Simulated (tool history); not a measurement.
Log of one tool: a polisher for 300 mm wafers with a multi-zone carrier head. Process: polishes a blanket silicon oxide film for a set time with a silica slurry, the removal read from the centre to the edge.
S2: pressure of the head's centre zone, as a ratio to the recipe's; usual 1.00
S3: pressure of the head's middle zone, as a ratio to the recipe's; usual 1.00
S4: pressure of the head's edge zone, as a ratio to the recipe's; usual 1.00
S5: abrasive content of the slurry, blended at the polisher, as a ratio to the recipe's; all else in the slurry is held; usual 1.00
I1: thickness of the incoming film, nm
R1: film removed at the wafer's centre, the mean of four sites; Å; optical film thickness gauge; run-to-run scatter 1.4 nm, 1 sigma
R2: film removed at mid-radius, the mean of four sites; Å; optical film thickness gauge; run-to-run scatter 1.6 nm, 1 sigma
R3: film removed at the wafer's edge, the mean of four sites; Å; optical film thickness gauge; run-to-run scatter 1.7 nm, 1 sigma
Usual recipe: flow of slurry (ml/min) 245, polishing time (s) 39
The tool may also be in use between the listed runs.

Run 1, hour 0.0: usual settings; I1 890.2. Result: R1 1419 Å, R2 1187 Å, R3 1193 Å.
Run 2, hour 28.6: usual settings but S4 1.10; I1 894.3. Result: R1 1410 Å, R2 1211 Å, R3 1205 Å.
Run 3, hour 35.5: usual settings but flow of slurry (ml/min) 295, S2 1.07, S4 0.96, polishing time (s) 25; I1 890.2. Result: R1 994 Å, R2 775 Å, R3 775 Å.
At hour 38.9: slurry nozzle cleaned.
Run 4, hour 52.0: usual settings; I1 882.2. Result: R1 1414 Å, R2 1194 Å, R3 1188 Å.
At hour 64.4: centre zone pressure recalibrated.
Run 5, hour 67.1: usual settings but S2 1.10, S3 0.93, S5 0.75, polishing time (s) 33; I1 886.5. Result: R1 960 Å, R2 786 Å, R3 837 Å.
Run 6, hour 76.7: usual settings but S2 1.12, S3 0.95, S4 1.03; I1 898.7. Result: R1 1427 Å, R2 1150 Å, R3 1228 Å.
Run 7, hour 86.9: usual settings; I1 890.0. Result: R1 1252 Å, R2 1176 Å, R3 1199 Å.
Run 8, hour 95.9: usual settings; I1 889.7. Result: R1 1257 Å, R2 1179 Å, R3 1191 Å.
Run 9, hour 105.8: usual settings; I1 895.2. Result: R1 1278 Å, R2 1204 Å, R3 1194 Å.
At hour 113.0: worn pad replaced by a new one.
Run 10, hour 121.9: usual settings but S5 0.90, polishing time (s) 26; I1 903.5. Result: R1 787 Å, R2 765 Å, R3 752 Å.
Run 11, hour 136.0: usual settings; I1 889.8. Result: R1 1290 Å, R2 1165 Å, R3 1187 Å.
Run 12, hour 146.2: usual settings; I1 890.2. Result: R1 1290 Å, R2 1197 Å, R3 1196 Å.
Run 13, hour 153.1: usual settings but flow of slurry (ml/min) 195, S4 0.92, polishing time (s) 52; I1 886.7. Result: R1 1647 Å, R2 1559 Å, R3 1524 Å.
Run 14, hour 182.6: usual settings but S5 0.70, polishing time (s) 51; I1 895.4. Result: R1 1312 Å, R2 1200 Å, R3 1213 Å.
Run 15, hour 206.2: usual settings but S2 1.12, S3 0.92, S4 1.07, polishing time (s) 51; I1 895.8. Result: R1 1920 Å, R2 1457 Å, R3 1624 Å.
Run 16, hour 214.9: usual settings but flow of slurry (ml/min) 175, S3 0.91; I1 905.3. Result: R1 1227 Å, R2 1056 Å, R3 1130 Å.
Run 17, hour 228.8: usual settings but flow of slurry (ml/min) 185, S3 0.90; I1 887.8. Result: R1 1259 Å, R2 1055 Å, R3 1184 Å.
Run 18, hour 240.7: usual settings; I1 900.6. Result: R1 1326 Å, R2 1159 Å, R3 1151 Å.
At hour 249.3: worn pad replaced by a new one.
Run 19, hour 251.0: usual settings but S5 1.10, polishing time (s) 34; I1 898.3. Result: R1 1201 Å, R2 1116 Å, R3 1110 Å.
Run 20, hour 267.8: usual settings but S2 0.93, S3 1.09, S5 1.10, polishing time (s) 30; I1 901.6. Result: R1 1004 Å, R2 1021 Å, R3 950 Å.
Run 21, hour 274.8: usual settings but flow of slurry (ml/min) 280; I1 888.5. Result: R1 1343 Å, R2 1199 Å, R3 1205 Å.
Run 22, hour 283.9: usual settings; I1 889.9. Result: R1 1316 Å, R2 1205 Å, R3 1187 Å.
Run 23, hour 290.7: usual settings but S3 0.88; I1 880.1. Result: R1 1318 Å, R2 1071 Å, R3 1179 Å.

A few steps of R1 between consecutive runs. Split each: what settings, incoming material and random variation would produce without the hidden state, and what is left over for the hidden state, along with gauge scatter present in only one of the two compared results (measured, and without hidden state):
The hidden state here: removal rate lost through wear of the pad, %; slurry flow missing at the pad, %; deviation of the centre zone's pressure from its setpoint, %; deviation of the edge zone's pressure from its setpoint, %.
Run 3 -> 4: flow of slurry (ml/min) 295 -> 245, S2 1.07 -> 1.00, S4 0.96 -> 1.00, polishing time (s) 25 -> 39, slurry nozzle cleaned. R1 +420 Å: hidden state +52, all else +368.
Run 4 -> 5: S2 1.00 -> 1.10, S3 1.00 -> 0.93, S5 1.00 -> 0.75, polishing time (s) 39 -> 33, centre zone pressure recalibrated. R1 -454 Å: hidden state -155, all else -299.
Run 14 -> 15: S2 1.00 -> 1.12, S3 1.00 -> 0.92, S4 1.00 -> 1.07, S5 0.70 -> 1.00. R1 +608 Å: hidden state +39, all else +569.
Run 15 -> 16: flow of slurry (ml/min) 245 -> 175, S2 1.12 -> 1.00, S3 0.92 -> 0.91, S4 1.07 -> 1.00, polishing time (s) 51 -> 39. R1 -693 Å: hidden state -34, all else -659.
